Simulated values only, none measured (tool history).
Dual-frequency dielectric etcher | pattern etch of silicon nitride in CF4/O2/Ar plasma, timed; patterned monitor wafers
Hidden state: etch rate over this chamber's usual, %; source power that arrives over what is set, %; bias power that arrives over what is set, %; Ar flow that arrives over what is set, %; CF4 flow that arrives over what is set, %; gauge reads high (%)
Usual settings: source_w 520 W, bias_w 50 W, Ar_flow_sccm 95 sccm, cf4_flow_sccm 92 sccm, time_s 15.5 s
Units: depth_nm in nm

run,hour,source_w,bias_w,Ar_flow_sccm,cf4_flow_sccm,time_s,wafers since the last listed run,hours since the last wet clean,hours since the last source power generator calibration,hours since the last bias power generator calibration,hours since the last Ar flow controller change,hours since the last CF4 flow controller change,hours since the last upper electrode change,hours since the gauge calibration,"read-back reference wafer on the same gauge, depth_nm",depth_nm
1,0,520,50,95,92,15.5,0,202.9,1909.8,1426.1,2974.8,4378.4,1894.1,269.7,27.19,29.79
2,15.4,520,50,95,92,15.5,288,218.3,1925.2,1441.5,2990.2,4393.8,1909.5,285.1,27.2,29.78
3,36.2,520,50,95,92,15.5,389,239.1,1946,1462.3,3011,4414.6,1930.3,305.9,27.2,29.82
4,71.6,520,50,95,92,15.5,662,274.5,1981.4,1497.7,3046.4,4450,1965.7,341.3,27.21,29.88
# hour 112.5: bias power generator calibrated
# hour 121.2: Ar flow controller replaced
# hour 124.4: source power generator calibrated
5,125.2,520,50,95,92,18,756,328.1,0.8,12.7,4,4503.6,2019.3,394.9,27.18,36.02
6,160.8,520,50,95,92,18,666,363.7,36.4,48.3,39.6,4539.2,2054.9,430.5,27.2,36.14
7,177.8,520,50,95,92,15.5,318,380.7,53.4,65.3,56.6,4556.2,2071.9,447.5,27.2,31.05
8,198.5,520,50,95,92,15.5,387,401.4,74.1,86,77.3,4576.9,2092.6,468.2,27.22,31.03
# hour 255.6: CF4 flow controller replaced
# hour 279.7: wet clean of the chamber
9,280.2,520,50,95,92,15.5,967,0.5,155.8,167.7,159,24.6,2174.3,549.9,27.18,30.81
10,280.6,520,56,95,92,12.5,7,0.9,156.2,168.1,159.4,25,2174.7,550.3,27.19,25.23
11,306,520,55,95,104,17,475,26.3,181.6,193.5,184.8,50.4,2200.1,575.7,27.2,34.62
12,334.2,440,58,110,82,15.5,527,54.5,209.8,221.7,213,78.6,2228.3,603.9,27.2,25.5
13,350.1,520,55,95,92,15.5,297,70.4,225.7,237.6,228.9,94.5,2244.2,619.8,27.2,31.11
14,378.9,520,50,108,92,15.5,538,99.2,254.5,266.4,257.7,123.3,2273,648.6,27.2,30.45
# hour 399.2: gauge calibrated
# hour 411.4: upper electrode replaced
15,446,520,50,73,92,15.5,806,166.3,321.6,333.5,324.8,190.4,34.6,46.8,27.2,31.67
16,466.7,520,50,77,71,19.5,387,187,342.3,354.2,345.5,211.1,55.3,67.5,27.19,38.61
17,550.7,520,50,115,92,12.5,1572,271,426.3,438.2,429.5,295.1,139.3,151.5,27.19,24.57
18,569.7,590,50,95,101,15.5,355,290,445.3,457.2,448.5,314.1,158.3,170.5,27.2,35.85
19,601,520,50,95,92,15.5,585,321.3,476.6,488.5,479.8,345.4,189.6,201.8,27.2,31.29
20,629.6,520,50,95,107,18.5,535,349.9,505.2,517.1,508.4,374,218.2,230.4,27.2,37.98
21,657.2,520,50,95,92,15.5,516,377.5,532.8,544.7,536,401.6,245.8,258,27.18,31.36

4 ways to go on from here, each from the tool as it stands after run 21. What would each give?
A,657.6,520,50,95,92,15.5,7,377.9,533.2,545.1,536.4,402,246.2,258.4,?,?
B,657.6,450,50,82,92,15.5,7,377.9,533.2,545.1,536.4,402,246.2,258.4,?,?
C,657.6,630,50,80,92,15.5,7,377.9,533.2,545.1,536.4,402,246.2,258.4,?,?
D,657.6,640,50,95,80,15.5,7,377.9,533.2,545.1,536.4,402,246.2,258.4,?,?

run,"read-back reference wafer on the same gauge, depth_nm",depth_nm
A,27.2,31.07
B,27.2,27.03
C,27.2,38.61
D,27.2,37.73
Without the tool's hidden state the same runs would have given:
run,depth_nm
A,30.49
B,26.52
C,37.88
D,37.02
